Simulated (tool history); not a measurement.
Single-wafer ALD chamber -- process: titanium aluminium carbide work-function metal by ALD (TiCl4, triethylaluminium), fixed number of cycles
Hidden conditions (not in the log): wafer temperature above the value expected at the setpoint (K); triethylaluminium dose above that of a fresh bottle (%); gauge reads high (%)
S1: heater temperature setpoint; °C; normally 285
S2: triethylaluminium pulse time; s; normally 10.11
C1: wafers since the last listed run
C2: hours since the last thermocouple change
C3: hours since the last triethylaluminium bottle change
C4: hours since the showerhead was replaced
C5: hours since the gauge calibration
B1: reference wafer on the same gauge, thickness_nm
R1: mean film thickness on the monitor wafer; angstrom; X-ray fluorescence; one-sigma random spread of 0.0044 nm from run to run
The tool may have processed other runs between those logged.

run,hour,S1,S2,C1,C2,C3,C4,C5,B1,R1
1,0,285,10.11,0,1583.9,164.9,2375,1106.4,1.71,18.06
2,100.1,285,10.11,769,1684,265,2475.1,1206.5,1.71,18.15
3,191.7,285,7.89,704,1775.6,356.6,2566.7,1298.1,1.711,17.53
4,295.4,285,7.89,797,1879.3,460.3,2670.4,1401.8,1.712,17.59
5,390.7,291,10.11,732,1974.6,555.6,2765.7,1497.1,1.711,18.54
6,467,285,10.11,586,2050.9,631.9,2842,1573.4,1.71,18.07
7,574.3,285,10.11,824,2158.2,739.2,2949.3,1680.7,1.711,18.11
8,637.6,285,10.11,486,2221.5,802.5,3012.6,1744,1.709,18.1
9,719.7,289,10.11,631,2303.6,884.6,3094.7,1826.1,1.709,18.4
10,802.8,289,10.11,638,2386.7,967.7,3177.8,1909.2,1.711,18.58
11,858.2,289,10.11,425,2442.1,1023.1,3233.2,1964.6,1.712,18.43
# hour 880.4: gauge calibrated
# hour 909.9: triethylaluminium bottle replaced
12,920.7,278,10.11,418,2504.6,10.8,3295.7,40.3,1.71,17.45
# hour 942.3: showerhead replaced, of another model than before
13,967.5,295,10.11,298,2551.4,57.6,25.2,87.1,1.712,19.02
# hour 1005.6: thermocouple changed; heater temperature recalibrated
14,1022.9,270,7.37,364,17.3,113,80.6,142.5,1.71,15.23
15,1072.2,272,6.72,378,66.6,162.3,129.9,191.8,1.708,15.04
16,1179,295,6.42,821,173.4,269.1,236.7,298.6,1.711,16.73
17,1270,300,6.15,699,264.4,360.1,327.7,389.6,1.712,16.91
18,1362.8,276,10.11,713,357.2,452.9,420.5,482.4,1.711,16.92
19,1420.8,285,13.48,445,415.2,510.9,478.5,540.4,1.709,18.18
20,1514.1,285,10.11,717,508.5,604.2,571.8,633.7,1.709,17.77
21,1698.7,298,8.17,1419,693.1,788.8,756.4,818.3,1.71,18.43
# hour 1764.9: triethylaluminium bottle replaced
22,1782.2,276,11.4,580,776.6,17.3,839.9,901.8,1.71,17.31
23,1856.8,289,13.27,573,851.2,91.9,914.5,976.4,1.71,18.57
24,1922.7,295,12.65,506,917.1,157.8,980.4,1042.3,1.708,19.13
25,1974.6,285,10.11,398,969,209.7,1032.3,1094.2,1.709,17.93

Describe how what the log doesn't record of the tool's condition differs between the last listed run preceding each entry between runs and the first listed run following it.
Run 11 -> run 12: gauge calibrated (hour 880.4); triethylaluminium bottle replaced (hour 909.9)
  wafer temperature above the value expected at the setpoint (K): 4.95 -> 4.97
  measured less the result without the state, R1: +0.46 -> +0.45 angstrom
Run 12 -> run 13: showerhead replaced, of another model than before (hour 942.3)
  wafer temperature above the value expected at the setpoint (K): 4.97 -> 4.98
  measured less the result without the state, R1: +0.45 -> +0.47 angstrom
Run 13 -> run 14: thermocouple changed; heater temperature recalibrated (hour 1005.6)
  wafer temperature above the value expected at the setpoint (K): 4.98 -> -0.561
  measured less the result without the state, R1: +0.47 -> -0.05 angstrom
Run 21 -> run 22: triethylaluminium bottle replaced (hour 1764.9)
  wafer temperature above the value expected at the setpoint (K): 2.39 -> 2.61
  measured less the result without the state, R1: +0.21 -> +0.24 angstrom
